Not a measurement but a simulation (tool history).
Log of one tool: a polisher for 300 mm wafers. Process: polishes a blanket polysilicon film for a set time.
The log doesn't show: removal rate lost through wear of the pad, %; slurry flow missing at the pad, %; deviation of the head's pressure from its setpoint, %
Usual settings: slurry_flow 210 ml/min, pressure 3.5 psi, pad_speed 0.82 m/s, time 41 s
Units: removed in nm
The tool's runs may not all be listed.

run,hour,slurry_flow,pressure,pad_speed,time,wafers since the last listed run,wafers polished on this pad,hours since the slurry nozzle was cleaned,hours since the head pressure was calibrated,"incoming thickness of the incoming film, nm",removed
1,0,225,3.5,0.82,41,0,912,462.7,925.9,980.8,339
# hour 16.1: worn pad replaced by a new one
2,33.3,225,3.5,0.82,41,378,221,496,959.2,985.9,335
3,42,210,3.5,0.82,41,112,334,504.7,967.9,963.9,325.9
4,48.9,210,3.5,0.82,41,89,423,511.6,974.8,983.1,335.1
5,98.7,210,3.5,0.82,41,643,1066,561.4,1024.6,959.6,325.4
# hour 101: slurry nozzle cleaned
6,106.8,210,3.5,0.94,41,91,1158,5.8,1032.7,961,411.2
# hour 112.8: worn pad replaced by a new one
7,118.4,210,3.5,0.94,41,98,72,17.4,1044.3,984.1,410.3
8,127.6,210,3.5,0.94,41,118,191,26.6,1053.5,985.4,408.4
# hour 172.9: head pressure recalibrated
9,177.4,210,3.5,0.82,41,617,808,76.4,4.5,988.9,354.6
10,190.6,210,3.5,0.82,41,170,979,89.6,17.7,989.6,353.2
11,201.5,255,4.4,1.1,54,140,1120,100.5,28.6,980,793.7
# hour 209.5: worn pad replaced by a new one, of another model than before
12,213.3,190,4.6,0.82,41,100,49,112.3,40.4,980.4,382.6
13,225.7,255,4.5,0.82,41,160,209,124.7,52.8,987.7,409
14,239.7,210,3.5,0.82,47,180,390,138.7,66.8,968.1,371.4
15,254.6,210,3.5,0.82,45,192,583,153.6,81.7,995.7,351.4
16,267.7,210,2.5,0.82,41,169,752,166.7,94.8,982,272.1
17,285.1,255,3.5,0.82,41,224,976,184.1,112.2,959.6,338.3
18,298.2,150,3.5,0.6,34,169,1146,197.2,125.3,960.7,158.9

Forecast each of these 3 alternatives for the next run:
A,298.6,210,3.5,0.82,41,5,1151,197.6,125.7,976.9,?
B,298.6,185,4.3,1,28,5,1151,197.6,125.7,976.9,?
C,298.6,240,4.2,0.62,29,5,1151,197.6,125.7,976.9,?

run,removed
A,304.9
B,246.8
C,216.6
Without the tool's hidden state the same runs would have given:
run,removed
A,360.9
B,305.1
C,247.9
